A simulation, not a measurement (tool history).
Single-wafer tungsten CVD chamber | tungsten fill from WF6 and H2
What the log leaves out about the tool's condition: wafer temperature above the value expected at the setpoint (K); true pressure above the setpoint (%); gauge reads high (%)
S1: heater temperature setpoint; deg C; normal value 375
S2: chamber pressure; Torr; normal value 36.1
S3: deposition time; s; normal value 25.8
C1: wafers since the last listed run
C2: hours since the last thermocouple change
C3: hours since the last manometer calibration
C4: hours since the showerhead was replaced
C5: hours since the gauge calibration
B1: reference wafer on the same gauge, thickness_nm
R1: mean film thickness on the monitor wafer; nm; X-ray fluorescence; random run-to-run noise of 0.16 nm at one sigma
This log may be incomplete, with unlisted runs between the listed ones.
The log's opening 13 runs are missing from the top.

{"run": 14, "hour": 1062.5, "S1": 382, "S2": 36.1, "S3": 29.1, "C1": 1285, "C2": 2560.7, "C3": 667.8, "C4": 3124.3, "C5": 495.9, "B1": 57.864, "R1": 67.125}
{"run": 15, "hour": 1145.9, "S1": 366, "S2": 36.1, "S3": 25.8, "C1": 1219, "C2": 2644.1, "C3": 751.2, "C4": 3207.7, "C5": 579.3, "B1": 57.805, "R1": 42.097}
{"run": 16, "hour": 1188.3, "S1": 362, "S2": 36.1, "S3": 25.8, "C1": 619, "C2": 2686.5, "C3": 793.6, "C4": 3250.1, "C5": 621.7, "B1": 57.828, "R1": 38.788}
{"run": 17, "hour": 1289.9, "S1": 383, "S2": 30.2, "S3": 27.5, "C1": 1485, "C2": 2788.1, "C3": 895.2, "C4": 3351.7, "C5": 723.3, "B1": 57.817, "R1": 57.202}
{"run": 18, "hour": 1391.5, "S1": 382, "S2": 30.7, "S3": 25.8, "C1": 1485, "C2": 2889.7, "C3": 996.8, "C4": 3453.3, "C5": 824.9, "B1": 57.736, "R1": 53.567}
{"run": 19, "hour": 1462.6, "S1": 386, "S2": 29, "S3": 25.8, "C1": 1039, "C2": 2960.8, "C3": 1067.9, "C4": 3524.4, "C5": 896, "B1": 57.78, "R1": 56.08}
{"run": 20, "hour": 1547.6, "S1": 375, "S2": 36.1, "S3": 25.8, "C1": 1242, "C2": 3045.8, "C3": 1152.9, "C4": 3609.4, "C5": 981, "B1": 57.802, "R1": 52.008}
{"run": 21, "hour": 1597.6, "S1": 375, "S2": 36.1, "S3": 25.8, "C1": 731, "C2": 3095.8, "C3": 1202.9, "C4": 3659.4, "C5": 1031, "B1": 57.784, "R1": 51.911}
{"hour": 1666.1, "done": "thermocouple changed; heater temperature recalibrated"}
{"run": 22, "hour": 1704.8, "S1": 375, "S2": 36.1, "S3": 25.8, "C1": 1450, "C2": 38.7, "C3": 1310.1, "C4": 3766.6, "C5": 1138.2, "B1": 57.792, "R1": 50.888}
{"run": 23, "hour": 1782.8, "S1": 375, "S2": 31.6, "S3": 21.4, "C1": 1140, "C2": 116.7, "C3": 1388.1, "C4": 3844.6, "C5": 1216.2, "B1": 57.829, "R1": 38.819}
{"run": 24, "hour": 1834.6, "S1": 375, "S2": 36.1, "S3": 25.8, "C1": 757, "C2": 168.5, "C3": 1439.9, "C4": 3896.4, "C5": 1268, "B1": 57.849, "R1": 51}
{"hour": 1881.1, "done": "showerhead replaced"}
{"hour": 1885.1, "done": "capacitance manometer re-zeroed and calibrated"}
{"run": 25, "hour": 1909.8, "S1": 362, "S2": 43.5, "S3": 22.7, "C1": 924, "C2": 243.7, "C3": 24.7, "C4": 28.7, "C5": 1343.2, "B1": 57.82, "R1": 36.671}
{"run": 26, "hour": 2003.4, "S1": 368, "S2": 36.1, "S3": 25.8, "C1": 1368, "C2": 337.3, "C3": 118.3, "C4": 122.3, "C5": 1436.8, "B1": 57.736, "R1": 42.504}
{"run": 27, "hour": 2078.3, "S1": 375, "S2": 36.1, "S3": 25.8, "C1": 1095, "C2": 412.2, "C3": 193.2, "C4": 197.2, "C5": 1511.7, "B1": 57.745, "R1": 49.485}
{"run": 28, "hour": 2131.4, "S1": 375, "S2": 31.5, "S3": 25.8, "C1": 776, "C2": 465.3, "C3": 246.3, "C4": 250.3, "C5": 1564.8, "B1": 57.776, "R1": 45.363}
{"run": 29, "hour": 2176.1, "S1": 375, "S2": 30, "S3": 25.8, "C1": 653, "C2": 510, "C3": 291, "C4": 295, "C5": 1609.5, "B1": 57.773, "R1": 43.569}
{"run": 30, "hour": 2243.5, "S1": 375, "S2": 36.1, "S3": 25.8, "C1": 985, "C2": 577.4, "C3": 358.4, "C4": 362.4, "C5": 1676.9, "B1": 57.801, "R1": 49.769}
{"hour": 2264.6, "done": "gauge calibrated"}
{"run": 31, "hour": 2298.1, "S1": 375, "S2": 30.9, "S3": 25.8, "C1": 798, "C2": 632, "C3": 413, "C4": 417, "C5": 33.5, "B1": 57.811, "R1": 44.541}
{"run": 32, "hour": 2391.9, "S1": 375, "S2": 36.1, "S3": 25.8, "C1": 1371, "C2": 725.8, "C3": 506.8, "C4": 510.8, "C5": 127.3, "B1": 57.82, "R1": 50.11}
{"run": 33, "hour": 2486.4, "S1": 375, "S2": 36.1, "S3": 25.8, "C1": 1381, "C2": 820.3, "C3": 601.3, "C4": 605.3, "C5": 221.8, "B1": 57.774, "R1": 50.143}

Each row is a separate what-if for the run after 33, all from the same tool condition, not one after another. Results?
{"run": "A", "hour": 2486.8, "S1": 375, "S2": 36.1, "S3": 25.8, "C1": 5, "C2": 820.7, "C3": 601.7, "C4": 605.7, "C5": 222.2, "B1": "?", "R1": "?"}
{"run": "B", "hour": 2486.8, "S1": 381, "S2": 41.6, "S3": 25.8, "C1": 5, "C2": 820.7, "C3": 601.7, "C4": 605.7, "C5": 222.2, "B1": "?", "R1": "?"}
{"run": "C", "hour": 2486.8, "S1": 379, "S2": 36.1, "S3": 30.1, "C1": 5, "C2": 820.7, "C3": 601.7, "C4": 605.7, "C5": 222.2, "B1": "?", "R1": "?"}
{"run": "D", "hour": 2486.8, "S1": 386, "S2": 31, "S3": 23.7, "C1": 5, "C2": 820.7, "C3": 601.7, "C4": 605.7, "C5": 222.2, "B1": "?", "R1": "?"}
{"run": "E", "hour": 2486.8, "S1": 375, "S2": 36.1, "S3": 23.8, "C1": 5, "C2": 820.7, "C3": 601.7, "C4": 605.7, "C5": 222.2, "B1": "?", "R1": "?"}

run=A B1=57.817 R1=50.105
run=B B1=57.817 R1=62.074
run=C B1=57.817 R1=63.612
run=D B1=57.817 R1=52.037
run=E B1=57.817 R1=46.205
Take away the tool's hidden state, keep each run's random variation, and the runs would have read:
run=A R1=48.972
run=B R1=60.707
run=C R1=62.178
run=D R1=50.857
run=E R1=45.16
